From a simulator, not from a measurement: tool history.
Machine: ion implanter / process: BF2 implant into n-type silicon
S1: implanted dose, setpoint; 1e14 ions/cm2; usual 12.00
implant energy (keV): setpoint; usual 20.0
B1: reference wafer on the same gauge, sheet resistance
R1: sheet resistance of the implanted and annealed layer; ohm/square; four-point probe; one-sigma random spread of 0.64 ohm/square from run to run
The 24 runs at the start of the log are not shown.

{"run": 25, "hour": 1160.8, "S1": 8.92, "implant energy (keV)": 24.0, "B1": 163.02, "R1": 180.02}
{"run": 26, "hour": 1185.2, "S1": 12.0, "implant energy (keV)": 20.0, "B1": 163.18, "R1": 157.68}
{"run": 27, "hour": 1256.8, "S1": 9.96, "implant energy (keV)": 22.0, "B1": 163.03, "R1": 169.01}
{"run": 28, "hour": 1326.6, "S1": 10.04, "implant energy (keV)": 22.0, "B1": 163.12, "R1": 169.39}
{"run": 29, "hour": 1362.0, "S1": 8.79, "implant energy (keV)": 20.0, "B1": 162.83, "R1": 187.92}
{"hour": 1391.0, "done": "Faraday cup replaced and dose calibrated"}
{"run": 30, "hour": 1413.5, "S1": 12.0, "implant energy (keV)": 20.0, "B1": 162.81, "R1": 153.73}
{"run": 31, "hour": 1440.1, "S1": 14.48, "implant energy (keV)": 15.5, "B1": 162.85, "R1": 155.24}
{"run": 32, "hour": 1482.8, "S1": 10.7, "implant energy (keV)": 26.5, "B1": 162.92, "R1": 153.37}
{"run": 33, "hour": 1521.8, "S1": 10.47, "implant energy (keV)": 14.5, "B1": 163.01, "R1": 180.75}
{"run": 34, "hour": 1550.6, "S1": 14.35, "implant energy (keV)": 22.5, "B1": 162.94, "R1": 139.79}
{"run": 35, "hour": 1575.1, "S1": 10.12, "implant energy (keV)": 26.0, "B1": 162.76, "R1": 159.63}
{"run": 36, "hour": 1618.6, "S1": 9.8, "implant energy (keV)": 26.0, "B1": 162.99, "R1": 162.98}
{"hour": 1619.0, "done": "gauge calibrated"}
{"run": 37, "hour": 1663.6, "S1": 12.0, "implant energy (keV)": 26.5, "B1": 162.83, "R1": 144.95}

Consider 4 possible next runs. They are alternatives, not a sequence: every one starts from the tool as it was left by run 37. What does each give?
{"run": "A", "hour": 1664.0, "S1": 12.0, "implant energy (keV)": 13.5, "B1": "?", "R1": "?"}
{"run": "B", "hour": 1664.0, "S1": 9.51, "implant energy (keV)": 17.5, "B1": "?", "R1": "?"}
{"run": "C", "hour": 1664.0, "S1": 9.68, "implant energy (keV)": 15.5, "B1": "?", "R1": "?"}
{"run": "D", "hour": 1664.0, "S1": 14.73, "implant energy (keV)": 13.0, "B1": "?", "R1": "?"}

run=A B1=162.87 R1=173.90
run=B B1=162.87 R1=183.27
run=C B1=162.87 R1=186.73
run=D B1=162.87 R1=162.72
With no hidden state in the tool, these same runs would have given:
run=A R1=172.10
run=B R1=180.67
run=C R1=184.21
run=D R1=161.47

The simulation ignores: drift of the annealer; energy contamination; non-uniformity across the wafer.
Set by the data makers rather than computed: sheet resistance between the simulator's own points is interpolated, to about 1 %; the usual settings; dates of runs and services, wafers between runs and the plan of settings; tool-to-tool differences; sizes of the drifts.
